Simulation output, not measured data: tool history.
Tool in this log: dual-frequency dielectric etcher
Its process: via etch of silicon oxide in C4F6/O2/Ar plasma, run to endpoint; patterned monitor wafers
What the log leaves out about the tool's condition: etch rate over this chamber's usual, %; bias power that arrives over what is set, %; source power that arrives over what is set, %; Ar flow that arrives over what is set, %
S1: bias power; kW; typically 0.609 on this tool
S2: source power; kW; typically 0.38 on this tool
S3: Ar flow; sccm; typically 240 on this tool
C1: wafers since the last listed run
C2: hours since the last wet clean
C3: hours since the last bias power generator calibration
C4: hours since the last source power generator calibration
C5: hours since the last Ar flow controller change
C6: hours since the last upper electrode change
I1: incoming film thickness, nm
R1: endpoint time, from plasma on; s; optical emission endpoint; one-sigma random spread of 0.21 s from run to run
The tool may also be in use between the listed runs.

run,hour,S1,S2,S3,C1,C2,C3,C4,C5,C6,I1,R1
1,0,0.609,0.38,240,0,100.5,2822.2,3828,2288,2685.8,198.9,37.3
2,16.1,0.609,0.38,240,288,116.6,2838.3,3844.1,2304.1,2701.9,197.6,37
3,45.8,0.609,0.38,240,531,146.3,2868,3873.8,2333.8,2731.6,198.2,37.8
4,57.2,0.609,0.38,240,204,157.7,2879.4,3885.2,2345.2,2743,197.7,37
5,103.9,0.609,0.38,240,835,204.4,2926.1,3931.9,2391.9,2789.7,195.7,37.4
6,117,0.609,0.38,240,234,217.5,2939.2,3945,2405,2802.8,196.7,37.5
7,125.1,0.609,0.38,240,145,225.6,2947.3,3953.1,2413.1,2810.9,197.2,37.5
8,133,0.508,0.38,215,141,233.5,2955.2,3961,2421,2818.8,198.9,41.1
9,143.1,0.508,0.38,215,180,243.6,2965.3,3971.1,2431.1,2828.9,196.2,40.1
10,150.4,0.609,0.38,240,130,250.9,2972.6,3978.4,2438.4,2836.2,195.8,37.5
11,166.9,0.609,0.38,240,295,267.4,2989.1,3994.9,2454.9,2852.7,196.1,37.5
12,182.9,0.563,0.38,240,286,283.4,3005.1,4010.9,2470.9,2868.7,199.1,39.3
13,196.8,0.563,0.38,240,248,297.3,3019,4024.8,2484.8,2882.6,199.1,39.9
14,205.4,0.563,0.38,240,153,305.9,3027.6,4033.4,2493.4,2891.2,198.4,39.8
# hour 240.6: upper electrode replaced
15,241.1,0.609,0.38,283,209,341.6,3063.3,4069.1,2529.1,0.5,198.3,38.6
16,258.9,0.609,0.38,205,318,359.4,3081.1,4086.9,2546.9,18.3,199.4,38.1
# hour 270.9: source power generator calibrated
17,274.2,0.609,0.38,240,202,374.7,3096.4,3.3,2562.2,33.6,198.9,38.3
18,291.6,0.609,0.38,240,311,392.1,3113.8,20.7,2579.6,51,197.8,38.2
19,300.4,0.557,0.38,299,157,400.9,3122.6,29.5,2588.4,59.8,197.9,41.1
20,313.3,0.569,0.38,204,230,413.8,3135.5,42.4,2601.3,72.7,197.1,39
21,340.5,0.609,0.38,240,486,441,3162.7,69.6,2628.5,99.9,198,39
22,349.2,0.609,0.38,266,155,449.7,3171.4,78.3,2637.2,108.6,197,38.7
# hour 358: Ar flow controller replaced
23,359.9,0.609,0.38,240,84,460.4,3182.1,89,1.9,119.3,199.7,38.8
# hour 368.1: bias power generator calibrated
# hour 390.6: wet clean of the chamber
24,391.1,0.609,0.38,240,82,0.5,23,120.2,33.1,150.5,198.5,37.1
25,419.9,0.745,0.29,203,515,29.3,51.8,149,61.9,179.3,196.9,36.3
26,472,0.52,0.38,240,932,81.4,103.9,201.1,114,231.4,200.6,40.8
27,483.8,0.545,0.46,240,211,93.2,115.7,212.9,125.8,243.2,198.1,37
28,496.2,0.609,0.31,240,221,105.6,128.1,225.3,138.2,255.6,194.9,39.5

The logged runs with the hidden state left out (each run's random variation unchanged):
run,R1
1,36.8
2,36.4
3,37
4,36.2
5,36.4
6,36.5
7,36.5
8,39.9
9,38.9
10,36.3
11,36.3
12,37.9
13,38.4
14,38.3
15,37
16,36.5
17,36.6
18,36.4
19,39.2
20,37.1
21,37
22,36.6
23,36.7
24,36.8
25,35.8
26,40
27,36.2
28,38.6
